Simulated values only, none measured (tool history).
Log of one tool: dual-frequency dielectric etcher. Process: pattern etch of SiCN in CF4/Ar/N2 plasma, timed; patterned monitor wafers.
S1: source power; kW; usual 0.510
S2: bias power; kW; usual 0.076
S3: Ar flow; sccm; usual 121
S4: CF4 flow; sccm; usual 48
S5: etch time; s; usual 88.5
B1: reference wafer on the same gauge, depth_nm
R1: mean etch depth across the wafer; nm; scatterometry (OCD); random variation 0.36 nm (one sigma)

| run | day | S1 | S2 | S3 | S4 | S5 | B1 | R1 |
|---|---|---|---|---|---|---|---|---|
| 1 | 0.000 | 0.510 | 0.076 | 121 | 48 | 88.5 | 65.5 | 79.7 |
| 2 | 0.708 | 0.510 | 0.076 | 121 | 48 | 108.0 | 65.4 | 98.2 |
| 3 | 1.367 | 0.510 | 0.076 | 121 | 48 | 88.5 | 65.5 | 80.1 |
| 4 | 2.833 | 0.510 | 0.076 | 121 | 45 | 88.5 | 65.5 | 78.3 |
| 5 | 4.092 | 0.510 | 0.076 | 121 | 45 | 88.5 | 65.4 | 79.5 |
| 6 | 4.908 | 0.580 | 0.076 | 121 | 48 | 82.0 | 65.5 | 81.5 |
|  | 6.850 | upper electrode replaced |
|  | 6.862 | wet clean of the chamber |
| 7 | 6.883 | 0.580 | 0.076 | 121 | 48 | 82.0 | 65.4 | 81.3 |
|  | 7.262 | gauge calibrated |
| 8 | 7.312 | 0.580 | 0.076 | 121 | 48 | 82.0 | 66.7 | 82.4 |
| 9 | 7.842 | 0.510 | 0.076 | 143 | 41 | 88.5 | 66.6 | 77.0 |
| 10 | 8.979 | 0.510 | 0.076 | 121 | 48 | 88.5 | 66.4 | 80.9 |
| 11 | 9.933 | 0.590 | 0.076 | 121 | 48 | 88.5 | 66.2 | 89.4 |
|  | 10.304 | bias power generator calibrated |
|  | 10.671 | source power generator calibrated |
|  | 11.446 | CF4 flow controller replaced |
|  | 11.533 | Ar flow controller replaced |
| 12 | 11.554 | 0.510 | 0.064 | 108 | 48 | 81.0 | 66.2 | 68.5 |
| 13 | 12.700 | 0.510 | 0.076 | 131 | 48 | 112.0 | 66.0 | 102.0 |
| 14 | 14.775 | 0.510 | 0.081 | 121 | 48 | 102.0 | 65.9 | 95.5 |

Forecast each of these 3 alternatives for the next run:
| A | 14.792 | 0.510 | 0.076 | 121 | 48 | 88.5 | ? | ? |
| B | 14.792 | 0.510 | 0.063 | 103 | 48 | 107.5 | ? | ? |
| C | 14.792 | 0.510 | 0.084 | 121 | 42 | 88.5 | ? | ? |

| run | B1 | R1 |
|---|---|---|
| A | 65.9 | 81.2 |
| B | 65.9 | 91.3 |
| C | 65.9 | 82.4 |
Without the tool's hidden state the same runs would have given:
| run | R1 |
|---|---|
| A | 82.1 |
| B | 92.3 |
| C | 83.3 |

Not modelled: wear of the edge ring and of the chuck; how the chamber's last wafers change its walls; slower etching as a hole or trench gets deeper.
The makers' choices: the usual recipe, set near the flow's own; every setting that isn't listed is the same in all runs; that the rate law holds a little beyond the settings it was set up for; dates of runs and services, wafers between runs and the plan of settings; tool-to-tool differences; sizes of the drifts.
